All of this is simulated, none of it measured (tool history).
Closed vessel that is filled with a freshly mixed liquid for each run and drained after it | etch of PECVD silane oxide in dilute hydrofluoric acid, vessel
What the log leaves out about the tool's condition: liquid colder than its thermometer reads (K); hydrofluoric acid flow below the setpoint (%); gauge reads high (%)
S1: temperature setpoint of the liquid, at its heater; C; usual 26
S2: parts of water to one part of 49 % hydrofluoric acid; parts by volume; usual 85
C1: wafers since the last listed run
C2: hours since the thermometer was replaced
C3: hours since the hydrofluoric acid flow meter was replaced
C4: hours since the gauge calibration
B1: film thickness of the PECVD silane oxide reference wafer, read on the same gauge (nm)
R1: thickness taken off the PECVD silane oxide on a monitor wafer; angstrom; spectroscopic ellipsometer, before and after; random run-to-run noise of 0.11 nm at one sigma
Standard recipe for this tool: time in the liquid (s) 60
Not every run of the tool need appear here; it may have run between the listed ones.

run 1 day=0 | S1=26 S2=85 time_in_the_liquid_(s)=60 | C1=0 C2=260.8 C3=536.5 C4=63.3 | B1=99.98 | R1=297.4
run 2 day=0.667 | S1=26 S2=85 time_in_the_liquid_(s)=60 | C1=2055 C2=276.8 C3=552.5 C4=79.3 | B1=99.98 | R1=297.6
run 3 day=1.679 | S1=26 S2=85 time_in_the_liquid_(s)=60 | C1=3121 C2=301.1 C3=576.8 C4=103.6 | B1=100.01 | R1=297.5
run 4 day=2.592 | S1=26 S2=85 time_in_the_liquid_(s)=60 | C1=2812 C2=323 C3=598.7 C4=125.5 | B1=99.99 | R1=298.7
run 5 day=3.846 | S1=26 S2=85 time_in_the_liquid_(s)=60 | C1=3866 C2=353.1 C3=628.8 C4=155.6 | B1=100 | R1=297.8
run 6 day=4.642 | S1=26 S2=85 time_in_the_liquid_(s)=60 | C1=2453 C2=372.2 C3=647.9 C4=174.7 | B1=99.98 | R1=298.9
run 7 day=5.304 | S1=26 S2=85 time_in_the_liquid_(s)=60 | C1=2042 C2=388.1 C3=663.8 C4=190.6 | B1=100.03 | R1=298.1
run 8 day=6.133 | S1=26 S2=85 time_in_the_liquid_(s)=60 | C1=2556 C2=408 C3=683.7 C4=210.5 | B1=100 | R1=297.8
run 9 day=6.838 | S1=30 S2=85 time_in_the_liquid_(s)=60 | C1=2170 C2=424.9 C3=700.6 C4=227.4 | B1=100.01 | R1=346.3
run 10 day=7.912 | S1=30 S2=85 time_in_the_liquid_(s)=60 | C1=3313 C2=450.7 C3=726.4 C4=253.2 | B1=99.99 | R1=349.4
-- day=8.162 hydrofluoric acid flow meter replaced
run 11 day=8.612 | S1=22.5 S2=85 time_in_the_liquid_(s)=75 | C1=2029 C2=467.5 C3=10.8 C4=270 | B1=99.99 | R1=324.3
run 12 day=10.05 | S1=26 S2=115 time_in_the_liquid_(s)=60 | C1=4431 C2=502 C3=45.3 C4=304.5 | B1=100.01 | R1=211.4
-- day=12.012 gauge calibrated
-- day=12.488 thermometer replaced
run 13 day=14.438 | S1=26 S2=50 time_in_the_liquid_(s)=80 | C1=13396 C2=46.8 C3=150.6 C4=58.2 | B1=100 | R1=712.2
run 14 day=15.271 | S1=30 S2=85 time_in_the_liquid_(s)=60 | C1=2568 C2=66.8 C3=170.6 C4=78.2 | B1=100.01 | R1=347.6
run 15 day=16.192 | S1=26 S2=85 time_in_the_liquid_(s)=60 | C1=2838 C2=88.9 C3=192.7 C4=100.3 | B1=99.99 | R1=299.1
run 16 day=16.862 | S1=24 S2=55 time_in_the_liquid_(s)=80 | C1=2067 C2=105 C3=208.8 C4=116.4 | B1=100.03 | R1=588.2

Run 17, settings as shown, results not yet in. Your forecast:
run 17 day=17.879 | S1=26 S2=85 time_in_the_liquid_(s)=60 | C1=3134 C2=129.4 C3=233.2 C4=140.8 | B1=? | R1=?

Logged for run 17: B1 100, R1 297.3 angstrom.
Without the tool's hidden state the same run would have given R1 297.3 angstrom.
